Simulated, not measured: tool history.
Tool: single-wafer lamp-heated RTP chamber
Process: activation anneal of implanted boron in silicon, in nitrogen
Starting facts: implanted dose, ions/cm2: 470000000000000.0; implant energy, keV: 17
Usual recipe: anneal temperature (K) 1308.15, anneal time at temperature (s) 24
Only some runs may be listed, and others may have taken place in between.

run,day,anneal temperature (K),anneal time at temperature (s),wafers since the last listed run,wafers since the last pyrometer calibration,wafers since the reflector plate was cleaned,hours since the gauge calibration,"read-back reference wafer on the same gauge, sheet resistance",sheet resistance of the implanted and annealed layer (ohm/square)
1,0,1301.15,24,0,4182,8243,1277.5,193.16,211.86
2,1.688,1301.15,24,550,4733,8794,1318,193.09,211.95
3,3.267,1329.15,24,515,5249,9310,1355.9,193.01,210.31
4,6.175,1329.15,24,949,6198,10259,1425.7,193.08,210.24
# day 6.917: reflector plate cleaned
# day 8.096: pyrometer window cleaned and pyrometer calibrated
5,8.367,1308.15,15,497,88,364,1478.3,192.94,212.51
6,11.092,1327.15,24,889,978,1253,1543.7,192.97,210.6
7,14.033,1327.15,24,960,1938,2214,1614.3,193.09,210.03
8,16.683,1327.15,24,865,2803,3079,1677.9,192.92,210.33
9,18.742,1308.15,24,672,3475,3751,1727.3,193.04,212.29
10,20.9,1308.15,24,704,4180,4456,1779.1,192.97,211.78
11,24.083,1308.15,24,1039,5219,5495,1855.5,192.95,211.13
12,25.938,1308.15,24,605,5824,6100,1900,193.02,211.8
13,28.875,1308.15,24,959,6783,7059,1970.5,192.98,211.88
# day 29.458: pyrometer window cleaned and pyrometer calibrated
14,32.646,1287.15,34,1122,1040,8181,2061,192.99,212.43
15,36.138,1287.15,34,1139,2180,9321,2144.8,192.95,213.57
16,40.262,1331.15,12,1346,3527,10668,2243.8,193.06,211.17
# day 41.183: reflector plate cleaned
17,44.058,1308.15,28,1130,4657,938,2334.9,192.99,212.14
18,46.883,1308.15,28,922,5580,1861,2402.7,192.94,211.28
19,49.392,1281.15,34,818,6399,2680,2462.9,193.05,213.96
# day 52.708: pyrometer window cleaned and pyrometer calibrated
20,52.729,1290.15,24,980,7,3661,2543,193.06,213.64
21,55.983,1329.15,24,1062,1069,4723,2621.1,193.06,209.94
22,58.467,1322.15,30,810,1880,5534,2680.7,193.01,209.62
23,60.867,1308.15,24,783,2663,6317,2738.3,193.16,211.77
24,65.033,1308.15,24,1360,4024,7678,2838.3,192.94,211.48
25,68.088,1308.15,24,997,5021,8675,2911.6,193.01,211.77
# day 70.688: gauge calibrated
# day 71.112: pyrometer window cleaned and pyrometer calibrated
# day 71.546: reflector plate cleaned
26,71.567,1282.15,34,918,39,7,21.1,193.03,213.93
27,73.704,1308.15,24,697,737,705,72.4,192.96,211.79
28,75.588,1282.15,34,614,1352,1320,117.6,192.98,213.71
29,77.883,1297.15,12,749,2101,2069,172.7,193.05,214.22
30,81.533,1321.15,12,1191,3293,3261,260.3,192.95,212.74
31,84.458,1308.15,16,954,4248,4216,330.5,193,212.92
32,86.025,1299.15,16,511,4759,4727,368.1,192.99,213.4
# day 89.042: pyrometer window cleaned and pyrometer calibrated
33,89.283,1308.15,32,954,79,5682,446.3,193,211.08
34,93.5,1308.15,13,1376,1455,7059,547.5,192.97,213.68
35,96.6,1308.15,17,1012,2467,8071,621.9,192.95,212.02
36,99.05,1283.15,35,799,3267,8871,680.7,193.04,213.27
# day 101.371: reflector plate cleaned
37,103.408,1319.15,24,1314,4581,664,785.3,192.97,210.08

Hidden state at the last listed run before each entry between runs and at the first one after, where it differs:
Logged between run 4 and run 5: reflector plate cleaned (day 6.917); pyrometer window cleaned and pyrometer calibrated (day 8.096)
  both runs share identical hidden conditions
Logged between run 13 and run 14: pyrometer window cleaned and pyrometer calibrated (day 29.458)
  both runs share identical hidden conditions
Logged between run 16 and run 17: reflector plate cleaned (day 41.183)
  both runs share identical hidden conditions
Logged between run 19 and run 20: pyrometer window cleaned and pyrometer calibrated (day 52.708)
  both runs share identical hidden conditions
Logged between run 25 and run 26: gauge calibrated (day 70.688); pyrometer window cleaned and pyrometer calibrated (day 71.112); reflector plate cleaned (day 71.546)
  both runs share identical hidden conditions
Logged between run 32 and run 33: pyrometer window cleaned and pyrometer calibrated (day 89.042)
  both runs share identical hidden conditions
Logged between run 36 and run 37: reflector plate cleaned (day 101.371)
  both runs share identical hidden conditions
